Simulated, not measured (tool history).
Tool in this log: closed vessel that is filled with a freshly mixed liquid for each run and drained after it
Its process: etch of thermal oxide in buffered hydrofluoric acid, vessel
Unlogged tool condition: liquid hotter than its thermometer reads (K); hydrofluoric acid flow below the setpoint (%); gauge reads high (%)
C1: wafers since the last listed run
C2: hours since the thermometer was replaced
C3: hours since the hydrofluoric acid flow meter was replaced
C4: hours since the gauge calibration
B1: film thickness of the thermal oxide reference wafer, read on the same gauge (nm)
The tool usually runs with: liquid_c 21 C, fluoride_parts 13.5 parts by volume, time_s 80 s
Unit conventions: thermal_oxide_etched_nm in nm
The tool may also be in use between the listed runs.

run 1 hour=0 | liquid_c=21 fluoride_parts=15 time_s=115 | C1=0 C2=1259.2 C3=464.7 C4=214.9 | B1=60 | thermal_oxide_etched_nm=73.66
run 2 hour=24.7 | liquid_c=21 fluoride_parts=13.5 time_s=80 | C1=1466 C2=1283.9 C3=489.4 C4=239.6 | B1=60.03 | thermal_oxide_etched_nm=57.06
run 3 hour=43.5 | liquid_c=21 fluoride_parts=13.5 time_s=80 | C1=1115 C2=1302.7 C3=508.2 C4=258.4 | B1=59.96 | thermal_oxide_etched_nm=56.82
-- hour=59.4 gauge calibrated
run 4 hour=64.9 | liquid_c=21 fluoride_parts=13.5 time_s=80 | C1=1270 C2=1324.1 C3=529.6 C4=5.5 | B1=59.99 | thermal_oxide_etched_nm=56.96
run 5 hour=97.5 | liquid_c=21 fluoride_parts=13.5 time_s=80 | C1=1934 C2=1356.7 C3=562.2 C4=38.1 | B1=59.99 | thermal_oxide_etched_nm=56.64
run 6 hour=133 | liquid_c=21 fluoride_parts=13.5 time_s=80 | C1=2107 C2=1392.2 C3=597.7 C4=73.6 | B1=59.98 | thermal_oxide_etched_nm=57.12
run 7 hour=155.4 | liquid_c=21 fluoride_parts=13.5 time_s=80 | C1=1329 C2=1414.6 C3=620.1 C4=96 | B1=59.97 | thermal_oxide_etched_nm=57.04
run 8 hour=182.8 | liquid_c=21 fluoride_parts=13.5 time_s=80 | C1=1626 C2=1442 C3=647.5 C4=123.4 | B1=59.94 | thermal_oxide_etched_nm=56.46
-- hour=201.6 hydrofluoric acid flow meter replaced
run 9 hour=213.3 | liquid_c=21 fluoride_parts=13.5 time_s=80 | C1=1750 C2=1472.5 C3=11.7 C4=153.9 | B1=59.98 | thermal_oxide_etched_nm=57.93
-- hour=236.7 thermometer replaced
run 10 hour=242.8 | liquid_c=21 fluoride_parts=13.5 time_s=80 | C1=1691 C2=6.1 C3=41.2 C4=183.4 | B1=60 | thermal_oxide_etched_nm=58.15
run 11 hour=258.9 | liquid_c=24.5 fluoride_parts=11 time_s=80 | C1=955 C2=22.2 C3=57.3 C4=199.5 | B1=59.99 | thermal_oxide_etched_nm=85.88
run 12 hour=273.2 | liquid_c=21 fluoride_parts=13.5 time_s=80 | C1=848 C2=36.5 C3=71.6 C4=213.8 | B1=60.02 | thermal_oxide_etched_nm=57.93
run 13 hour=305.4 | liquid_c=21 fluoride_parts=13.5 time_s=80 | C1=1911 C2=68.7 C3=103.8 C4=246 | B1=60.03 | thermal_oxide_etched_nm=57.94
run 14 hour=339 | liquid_c=21 fluoride_parts=15 time_s=115 | C1=1994 C2=102.3 C3=137.4 C4=279.6 | B1=59.97 | thermal_oxide_etched_nm=74.91
run 15 hour=358.8 | liquid_c=18.5 fluoride_parts=13.5 time_s=40 | C1=1175 C2=122.1 C3=157.2 C4=299.4 | B1=60 | thermal_oxide_etched_nm=25.08
-- hour=374.8 gauge calibrated
run 16 hour=380.7 | liquid_c=21 fluoride_parts=13.5 time_s=80 | C1=1299 C2=144 C3=179.1 C4=5.9 | B1=60.02 | thermal_oxide_etched_nm=57.45
run 17 hour=393.1 | liquid_c=26 fluoride_parts=16 time_s=125 | C1=736 C2=156.4 C3=191.5 C4=18.3 | B1=60 | thermal_oxide_etched_nm=100.07
run 18 hour=413.3 | liquid_c=21 fluoride_parts=13.5 time_s=65 | C1=1198 C2=176.6 C3=211.7 C4=38.5 | B1=60.03 | thermal_oxide_etched_nm=46.97
run 19 hour=428.2 | liquid_c=21 fluoride_parts=8 time_s=80 | C1=884 C2=191.5 C3=226.6 C4=53.4 | B1=59.97 | thermal_oxide_etched_nm=93.39
run 20 hour=461.8 | liquid_c=19 fluoride_parts=13.5 time_s=125 | C1=1994 C2=225.1 C3=260.2 C4=87 | B1=59.99 | thermal_oxide_etched_nm=80.57
run 21 hour=483.3 | liquid_c=23 fluoride_parts=19 time_s=115 | C1=1276 C2=246.6 C3=281.7 C4=108.5 | B1=59.99 | thermal_oxide_etched_nm=66.05

The logged runs with the hidden state left out (each run's random variation unchanged):
run=1 thermal_oxide_etched_nm=75.11
run=2 thermal_oxide_etched_nm=58.24
run=3 thermal_oxide_etched_nm=58.03
run=4 thermal_oxide_etched_nm=58.22
run=5 thermal_oxide_etched_nm=57.97
run=6 thermal_oxide_etched_nm=58.54
run=7 thermal_oxide_etched_nm=58.51
run=8 thermal_oxide_etched_nm=57.98
run=9 thermal_oxide_etched_nm=58
run=10 thermal_oxide_etched_nm=58.28
run=11 thermal_oxide_etched_nm=86.13
run=12 thermal_oxide_etched_nm=58.13
run=13 thermal_oxide_etched_nm=58.21
run=14 thermal_oxide_etched_nm=75.36
run=15 thermal_oxide_etched_nm=25.25
run=16 thermal_oxide_etched_nm=57.88
run=17 thermal_oxide_etched_nm=100.87
run=18 thermal_oxide_etched_nm=47.38
run=19 thermal_oxide_etched_nm=94.37
run=20 thermal_oxide_etched_nm=81.43
run=21 thermal_oxide_etched_nm=66.82

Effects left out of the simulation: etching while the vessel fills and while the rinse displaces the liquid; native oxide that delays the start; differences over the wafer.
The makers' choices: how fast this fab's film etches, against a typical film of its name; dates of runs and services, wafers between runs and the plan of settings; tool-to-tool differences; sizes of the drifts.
